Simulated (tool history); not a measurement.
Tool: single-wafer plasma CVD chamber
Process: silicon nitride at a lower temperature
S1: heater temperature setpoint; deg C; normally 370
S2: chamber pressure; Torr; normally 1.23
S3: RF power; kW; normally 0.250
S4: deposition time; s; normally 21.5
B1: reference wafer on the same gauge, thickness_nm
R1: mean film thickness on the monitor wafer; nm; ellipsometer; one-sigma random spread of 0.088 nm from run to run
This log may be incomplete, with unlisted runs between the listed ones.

run,hour,S1,S2,S3,S4,B1,R1
1,0.0,370,1.23,0.250,21.5,22.409,20.079
2,75.7,370,1.23,0.250,21.5,22.386,19.993
3,180.5,370,1.23,0.250,21.5,22.407,19.999
4,230.1,370,1.23,0.250,21.5,22.370,19.898
5,313.7,370,1.23,0.250,21.5,22.383,19.672
6,413.2,370,1.23,0.250,21.5,22.405,19.704
# hour 428.3: RF generator calibrated
7,480.1,378,1.23,0.250,21.5,22.432,19.843
# hour 623.6: gauge calibrated
8,633.8,370,1.23,0.275,21.5,22.387,20.799
9,679.6,370,1.23,0.275,21.5,22.393,20.819
10,773.0,370,1.23,0.250,21.5,22.377,19.947
# hour 813.4: capacitance manometer re-zeroed and calibrated
11,822.4,370,1.23,0.250,21.5,22.398,20.162
12,913.5,370,1.23,0.250,21.5,22.411,20.193
13,955.8,370,1.23,0.250,21.5,22.422,19.980
14,1007.9,383,1.06,0.250,21.5,22.395,19.198
# hour 1082.2: showerhead replaced
15,1082.7,360,1.15,0.270,25.2,22.392,23.765
16,1111.8,370,1.23,0.235,25.2,22.395,22.811
17,1190.4,370,0.99,0.290,21.5,22.387,20.001
18,1240.6,377,1.23,0.215,21.5,22.388,18.753
# hour 1274.7: thermocouple changed; heater temperature recalibrated
19,1333.8,370,1.23,0.235,25.2,22.380,22.929
20,1374.7,370,1.23,0.250,23.3,22.401,21.740
# hour 1466.6: RF generator calibrated
21,1478.2,370,1.23,0.250,21.5,22.398,20.272
22,1530.1,366,0.95,0.250,21.5,22.393,18.441
23,1576.1,363,1.46,0.205,21.5,22.411,19.592
24,1638.5,370,1.23,0.250,21.5,22.377,20.175
25,1685.1,364,0.98,0.250,20.3,22.377,17.614
26,1749.5,370,1.23,0.270,24.9,22.405,24.034
27,1805.3,358,1.23,0.250,21.5,22.411,20.321
28,1855.3,370,1.50,0.220,17.9,22.390,16.869
29,1914.0,370,1.23,0.250,19.6,22.395,18.324

Branching from run 29: 3 alternative next runs. What would each branch give?
A,1914.4,370,1.23,0.250,21.5,?,?
B,1914.4,360,1.23,0.215,22.8,?,?
C,1914.4,362,1.23,0.250,18.6,?,?

run,B1,R1
A,22.375,20.123
B,22.375,20.158
C,22.375,17.462
Had the tool no hidden state, the same runs would have come out as:
run,R1
A,20.341
B,20.381
C,17.652

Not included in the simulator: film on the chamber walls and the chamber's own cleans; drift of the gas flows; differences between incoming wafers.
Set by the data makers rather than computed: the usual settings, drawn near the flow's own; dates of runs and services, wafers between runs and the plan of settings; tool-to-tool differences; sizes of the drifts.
